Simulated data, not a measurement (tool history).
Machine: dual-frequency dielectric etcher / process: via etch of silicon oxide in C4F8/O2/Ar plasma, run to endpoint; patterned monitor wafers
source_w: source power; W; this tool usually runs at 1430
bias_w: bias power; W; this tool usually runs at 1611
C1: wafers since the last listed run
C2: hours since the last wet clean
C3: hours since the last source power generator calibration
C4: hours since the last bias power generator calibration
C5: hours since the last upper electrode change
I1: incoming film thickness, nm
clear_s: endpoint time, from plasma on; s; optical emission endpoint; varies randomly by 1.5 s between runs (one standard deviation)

{"run": 1, "hour": 0.0, "source_w": 1180, "bias_w": 1611, "C1": 0, "C2": 129.7, "C3": 1773.3, "C4": 1319.0, "C5": 2778.4, "I1": 2135.9, "clear_s": 523.9}
{"run": 2, "hour": 9.9, "source_w": 1430, "bias_w": 1611, "C1": 40, "C2": 139.6, "C3": 1783.2, "C4": 1328.9, "C5": 2788.3, "I1": 2126.5, "clear_s": 495.1}
{"run": 3, "hour": 19.0, "source_w": 1430, "bias_w": 1611, "C1": 36, "C2": 148.7, "C3": 1792.3, "C4": 1338.0, "C5": 2797.4, "I1": 2138.1, "clear_s": 501.3}
{"run": 4, "hour": 34.6, "source_w": 1430, "bias_w": 1611, "C1": 63, "C2": 164.3, "C3": 1807.9, "C4": 1353.6, "C5": 2813.0, "I1": 2137.6, "clear_s": 499.0}
{"run": 5, "hour": 48.1, "source_w": 1430, "bias_w": 1611, "C1": 54, "C2": 177.8, "C3": 1821.4, "C4": 1367.1, "C5": 2826.5, "I1": 2145.3, "clear_s": 503.0}
{"run": 6, "hour": 61.8, "source_w": 1430, "bias_w": 1611, "C1": 55, "C2": 191.5, "C3": 1835.1, "C4": 1380.8, "C5": 2840.2, "I1": 2112.7, "clear_s": 495.0}
{"run": 7, "hour": 74.3, "source_w": 1430, "bias_w": 1611, "C1": 50, "C2": 204.0, "C3": 1847.6, "C4": 1393.3, "C5": 2852.7, "I1": 2128.6, "clear_s": 498.4}
{"run": 8, "hour": 89.4, "source_w": 1430, "bias_w": 1611, "C1": 61, "C2": 219.1, "C3": 1862.7, "C4": 1408.4, "C5": 2867.8, "I1": 2148.5, "clear_s": 503.6}
{"run": 9, "hour": 96.4, "source_w": 1430, "bias_w": 1611, "C1": 28, "C2": 226.1, "C3": 1869.7, "C4": 1415.4, "C5": 2874.8, "I1": 2131.3, "clear_s": 500.2}
{"run": 10, "hour": 106.1, "source_w": 1430, "bias_w": 1611, "C1": 39, "C2": 235.8, "C3": 1879.4, "C4": 1425.1, "C5": 2884.5, "I1": 2137.0, "clear_s": 503.0}
{"run": 11, "hour": 159.8, "source_w": 1430, "bias_w": 1611, "C1": 218, "C2": 289.5, "C3": 1933.1, "C4": 1478.8, "C5": 2938.2, "I1": 2163.1, "clear_s": 506.3}
{"run": 12, "hour": 173.0, "source_w": 1430, "bias_w": 1611, "C1": 53, "C2": 302.7, "C3": 1946.3, "C4": 1492.0, "C5": 2951.4, "I1": 2142.9, "clear_s": 505.8}
{"hour": 179.2, "done": "source power generator calibrated"}
{"run": 13, "hour": 190.0, "source_w": 1430, "bias_w": 1611, "C1": 52, "C2": 319.7, "C3": 10.8, "C4": 1509.0, "C5": 2968.4, "I1": 2132.4, "clear_s": 500.2}
{"run": 14, "hour": 199.1, "source_w": 1430, "bias_w": 1611, "C1": 36, "C2": 328.8, "C3": 19.9, "C4": 1518.1, "C5": 2977.5, "I1": 2148.4, "clear_s": 506.6}
{"run": 15, "hour": 205.6, "source_w": 1430, "bias_w": 1611, "C1": 26, "C2": 335.3, "C3": 26.4, "C4": 1524.6, "C5": 2984.0, "I1": 2144.1, "clear_s": 505.2}
{"run": 16, "hour": 220.7, "source_w": 1510, "bias_w": 1611, "C1": 61, "C2": 350.4, "C3": 41.5, "C4": 1539.7, "C5": 2999.1, "I1": 2151.5, "clear_s": 498.6}
{"run": 17, "hour": 233.8, "source_w": 1160, "bias_w": 1871, "C1": 53, "C2": 363.5, "C3": 54.6, "C4": 1552.8, "C5": 3012.2, "I1": 2137.3, "clear_s": 508.4}
{"run": 18, "hour": 244.5, "source_w": 1430, "bias_w": 1338, "C1": 43, "C2": 374.2, "C3": 65.3, "C4": 1563.5, "C5": 3022.9, "I1": 2161.5, "clear_s": 537.6}
{"run": 19, "hour": 254.1, "source_w": 1430, "bias_w": 1611, "C1": 39, "C2": 383.8, "C3": 74.9, "C4": 1573.1, "C5": 3032.5, "I1": 2138.7, "clear_s": 508.8}
{"run": 20, "hour": 270.0, "source_w": 1670, "bias_w": 1746, "C1": 64, "C2": 399.7, "C3": 90.8, "C4": 1589.0, "C5": 3048.4, "I1": 2123.7, "clear_s": 470.3}
{"run": 21, "hour": 285.7, "source_w": 1430, "bias_w": 1611, "C1": 63, "C2": 415.4, "C3": 106.5, "C4": 1604.7, "C5": 3064.1, "I1": 2148.8, "clear_s": 509.0}
{"hour": 296.0, "done": "bias power generator calibrated"}
{"hour": 313.2, "done": "wet clean of the chamber"}
{"run": 22, "hour": 313.7, "source_w": 1430, "bias_w": 1611, "C1": 27, "C2": 0.5, "C3": 134.5, "C4": 17.7, "C5": 3092.1, "I1": 2146.9, "clear_s": 498.6}
{"run": 23, "hour": 314.2, "source_w": 1330, "bias_w": 1947, "C1": 2, "C2": 1.0, "C3": 135.0, "C4": 18.2, "C5": 3092.6, "I1": 2147.6, "clear_s": 479.6}
{"hour": 341.8, "done": "upper electrode replaced"}
{"run": 24, "hour": 342.3, "source_w": 1110, "bias_w": 1611, "C1": 16, "C2": 29.1, "C3": 163.1, "C4": 46.3, "C5": 0.5, "I1": 2140.1, "clear_s": 528.2}
{"run": 25, "hour": 342.7, "source_w": 1630, "bias_w": 1482, "C1": 1, "C2": 29.5, "C3": 163.5, "C4": 46.7, "C5": 0.9, "I1": 2151.3, "clear_s": 495.2}
{"run": 26, "hour": 348.2, "source_w": 1700, "bias_w": 1611, "C1": 22, "C2": 35.0, "C3": 169.0, "C4": 52.2, "C5": 6.4, "I1": 2141.6, "clear_s": 476.0}
{"run": 27, "hour": 359.1, "source_w": 1430, "bias_w": 1611, "C1": 44, "C2": 45.9, "C3": 179.9, "C4": 63.1, "C5": 17.3, "I1": 2138.4, "clear_s": 494.4}
{"run": 28, "hour": 373.1, "source_w": 1690, "bias_w": 1790, "C1": 56, "C2": 59.9, "C3": 193.9, "C4": 77.1, "C5": 31.3, "I1": 2164.5, "clear_s": 468.2}
{"run": 29, "hour": 390.4, "source_w": 1600, "bias_w": 1756, "C1": 70, "C2": 77.2, "C3": 211.2, "C4": 94.4, "C5": 48.6, "I1": 2145.7, "clear_s": 476.5}
{"run": 30, "hour": 403.8, "source_w": 1260, "bias_w": 1611, "C1": 54, "C2": 90.6, "C3": 224.6, "C4": 107.8, "C5": 62.0, "I1": 2157.5, "clear_s": 518.6}
{"run": 31, "hour": 410.1, "source_w": 1430, "bias_w": 1301, "C1": 25, "C2": 96.9, "C3": 230.9, "C4": 114.1, "C5": 68.3, "I1": 2119.4, "clear_s": 525.6}
{"run": 32, "hour": 421.1, "source_w": 1430, "bias_w": 1611, "C1": 44, "C2": 107.9, "C3": 241.9, "C4": 125.1, "C5": 79.3, "I1": 2126.3, "clear_s": 495.4}
{"run": 33, "hour": 437.1, "source_w": 1530, "bias_w": 1712, "C1": 65, "C2": 123.9, "C3": 257.9, "C4": 141.1, "C5": 95.3, "I1": 2134.8, "clear_s": 481.7}
{"run": 34, "hour": 482.0, "source_w": 1790, "bias_w": 1274, "C1": 182, "C2": 168.8, "C3": 302.8, "C4": 186.0, "C5": 140.2, "I1": 2139.1, "clear_s": 503.4}
{"run": 35, "hour": 496.5, "source_w": 1180, "bias_w": 1611, "C1": 58, "C2": 183.3, "C3": 317.3, "C4": 200.5, "C5": 154.7, "I1": 2153.8, "clear_s": 527.5}

The tool's hidden state at each run:
source power that arrives over what is set, %: 0 in every run
bias power that arrives over what is set, %: 0 in every run
H1: etch rate over this chamber's usual, %
run=1 H1=-0.599
run=2 H1=-0.647
run=3 H1=-0.691
run=4 H1=-0.767
run=5 H1=-0.833
run=6 H1=-0.899
run=7 H1=-0.96
run=8 H1=-1.03
run=9 H1=-1.07
run=10 H1=-1.11
run=11 H1=-1.38
run=12 H1=-1.44
run=13 H1=-1.52
run=14 H1=-1.57
run=15 H1=-1.6
run=16 H1=-1.67
run=17 H1=-1.73
run=18 H1=-1.79
run=19 H1=-1.83
run=20 H1=-1.91
run=21 H1=-1.99
run=22 H1=-0.0888
run=23 H1=-0.0912
run=24 H1=-0.228
run=25 H1=-0.23
run=26 H1=-0.256
run=27 H1=-0.309
run=28 H1=-0.377
run=29 H1=-0.461
run=30 H1=-0.526
run=31 H1=-0.557
run=32 H1=-0.61
run=33 H1=-0.688
run=34 H1=-0.906
run=35 H1=-0.977
